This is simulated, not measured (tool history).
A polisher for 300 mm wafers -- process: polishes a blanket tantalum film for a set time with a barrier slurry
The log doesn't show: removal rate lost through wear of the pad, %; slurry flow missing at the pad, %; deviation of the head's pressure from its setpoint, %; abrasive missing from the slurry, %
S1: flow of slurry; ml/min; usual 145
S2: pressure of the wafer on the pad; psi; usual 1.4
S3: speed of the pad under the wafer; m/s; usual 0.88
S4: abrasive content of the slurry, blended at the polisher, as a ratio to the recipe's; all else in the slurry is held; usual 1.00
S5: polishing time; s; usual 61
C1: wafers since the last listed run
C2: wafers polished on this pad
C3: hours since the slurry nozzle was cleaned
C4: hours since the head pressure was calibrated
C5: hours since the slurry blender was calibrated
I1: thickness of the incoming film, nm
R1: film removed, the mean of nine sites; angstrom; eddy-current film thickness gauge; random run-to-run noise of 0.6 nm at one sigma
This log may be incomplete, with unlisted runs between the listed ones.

run	day	S1	S2	S3	S4	S5	C1	C2	C3	C4	C5	I1	R1
1	0.000	145	1.4	0.88	1.00	61	0	543	642.7	506.9	383.9	289.4	712
2	0.683	145	1.4	0.88	1.00	61	193	736	659.1	523.3	400.3	286.6	712
# day 1.154: worn pad replaced by a new one
3	1.175	145	1.4	0.88	1.00	61	91	5	670.9	535.1	412.1	289.6	715
4	3.050	145	1.4	0.88	1.00	61	530	535	715.9	580.1	457.1	289.7	710
# day 4.167: worn pad replaced by a new one
# day 4.283: slurry blender recalibrated
5	4.842	145	1.4	1.06	1.10	61	435	167	758.9	623.1	13.4	292.6	791
6	5.229	145	1.4	1.06	1.10	61	109	276	768.2	632.4	22.7	290.0	807
# day 5.475: head pressure recalibrated
7	5.517	145	1.4	0.88	1.00	61	57	334	775.1	1.0	29.6	294.9	650
# day 5.929: worn pad replaced by a new one, repeated, since the last time left the tool worse
8	6.217	145	1.4	0.88	1.00	61	150	81	791.9	17.8	46.4	288.1	721
9	6.817	145	1.4	0.88	1.00	61	169	251	806.3	32.2	60.8	291.1	718
10	7.317	145	1.4	0.88	1.00	61	141	392	818.3	44.2	72.8	289.0	716
11	8.033	145	1.4	0.88	1.00	61	202	595	835.5	61.4	90.0	294.2	697
12	8.729	145	1.4	0.88	1.00	61	196	791	852.2	78.1	106.7	289.6	682
# day 9.004: worn pad replaced by a new one
13	9.058	110	1.2	1.06	1.00	61	45	15	860.1	86.0	114.6	292.8	725
# day 9.300: slurry nozzle cleaned
14	9.612	145	1.4	0.88	1.00	61	144	159	7.5	99.3	127.9	288.4	734
15	10.000	145	1.5	1.02	1.00	61	109	269	16.8	108.6	137.2	289.1	893
16	10.500	190	1.4	1.02	0.85	61	141	410	28.8	120.6	149.2	285.8	816
17	11.029	130	1.4	0.88	1.00	76	149	560	41.5	133.3	161.9	295.2	864
18	11.425	145	1.4	0.88	1.00	61	111	672	51.0	142.8	171.4	290.0	699
# day 11.900: worn pad replaced by a new one
19	11.921	145	1.4	0.88	1.00	61	93	6	62.9	154.7	183.3	290.0	721
20	12.183	145	1.4	0.72	1.30	61	74	80	69.2	161.0	189.6	287.9	617
21	12.712	145	1.4	0.66	0.75	61	149	230	81.9	173.7	202.3	287.0	520
22	13.304	145	1.0	0.80	1.20	61	167	397	96.1	187.9	216.5	293.7	479

Consider 4 possible next runs. They are alternatives, not a sequence: every one starts from the tool as it was left by run 22. What does each give?
A	13.321	145	1.3	0.88	1.00	61	4	402	96.5	188.3	216.9	292.3	?
B	13.321	145	1.4	1.00	1.00	61	4	402	96.5	188.3	216.9	292.3	?
C	13.321	170	1.7	1.10	1.00	61	4	402	96.5	188.3	216.9	292.3	?
D	13.321	145	1.5	0.88	1.00	61	4	402	96.5	188.3	216.9	292.3	?

run	R1
A	663
B	811
C	1103
D	764
Stripped of hidden state, with their random variation kept, the same runs would have yielded:
run	R1
A	676
B	828
C	1126
D	781
